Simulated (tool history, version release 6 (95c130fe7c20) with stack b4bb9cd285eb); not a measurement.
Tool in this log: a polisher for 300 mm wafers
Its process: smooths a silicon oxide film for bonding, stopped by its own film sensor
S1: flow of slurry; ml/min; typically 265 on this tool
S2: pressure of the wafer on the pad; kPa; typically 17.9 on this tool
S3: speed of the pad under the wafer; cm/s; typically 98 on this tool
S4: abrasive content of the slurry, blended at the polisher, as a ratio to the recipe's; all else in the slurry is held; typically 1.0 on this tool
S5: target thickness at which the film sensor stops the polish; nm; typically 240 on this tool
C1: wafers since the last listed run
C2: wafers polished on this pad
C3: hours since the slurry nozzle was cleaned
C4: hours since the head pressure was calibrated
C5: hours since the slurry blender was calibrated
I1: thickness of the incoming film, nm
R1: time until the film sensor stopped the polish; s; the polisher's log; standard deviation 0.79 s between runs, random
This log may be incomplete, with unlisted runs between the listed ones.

run,hour,S1,S2,S3,S4,S5,C1,C2,C3,C4,C5,I1,R1
1,0.0,265,17.9,98,1.0,240,0,531,431.8,1187.2,118.4,300.3,69.6
2,14.9,265,17.9,98,1.0,240,171,703,446.7,1202.1,133.3,296.0,66.1
# hour 25.6: slurry blender recalibrated
3,29.3,265,17.9,98,1.0,240,143,846,461.1,1216.5,3.7,302.7,64.7
4,46.5,265,17.9,90,1.0,240,198,1044,478.3,1233.7,20.9,304.9,74.6
# hour 92.1: head pressure recalibrated
# hour 96.8: worn pad replaced by a new one
5,97.3,265,17.9,90,1.0,240,517,5,529.1,5.2,71.7,300.3,72.5
6,101.6,265,17.9,98,1.0,240,49,55,533.4,9.5,76.0,298.9,67.9
7,118.0,265,17.9,98,1.0,240,189,244,549.8,25.9,92.4,299.1,68.9
8,132.3,265,17.9,98,1.0,240,165,409,564.1,40.2,106.7,295.9,67.2
9,140.3,265,17.9,98,1.0,240,92,501,572.1,48.2,114.7,299.1,71.9
10,148.7,265,17.9,98,1.0,240,96,598,580.5,56.6,123.1,295.5,67.9
11,158.0,265,17.9,98,1.0,240,107,706,589.8,65.9,132.4,303.7,77.1
12,171.3,205,20.7,126,1.0,256,153,859,603.1,79.2,145.7,300.6,43.0
# hour 184.8: slurry blender recalibrated
# hour 203.0: slurry nozzle cleaned
13,206.4,195,20.0,84,1.0,240,370,1230,3.4,114.3,21.6,302.8,73.4
14,218.6,265,16.5,98,1.0,240,140,1370,15.6,126.5,33.8,300.4,81.4
# hour 224.0: worn pad replaced by a new one
15,228.6,220,20.0,98,1.1,251,69,53,25.6,136.5,43.8,299.7,46.0

Forecast run 16:
16,245.0,265,17.9,98,1.0,240,189,242,42.0,152.9,60.2,302.5,?

{"run 16": {"R1": 69.5}}
With no hidden state in the tool, this same run would have given R1 60.4 s.
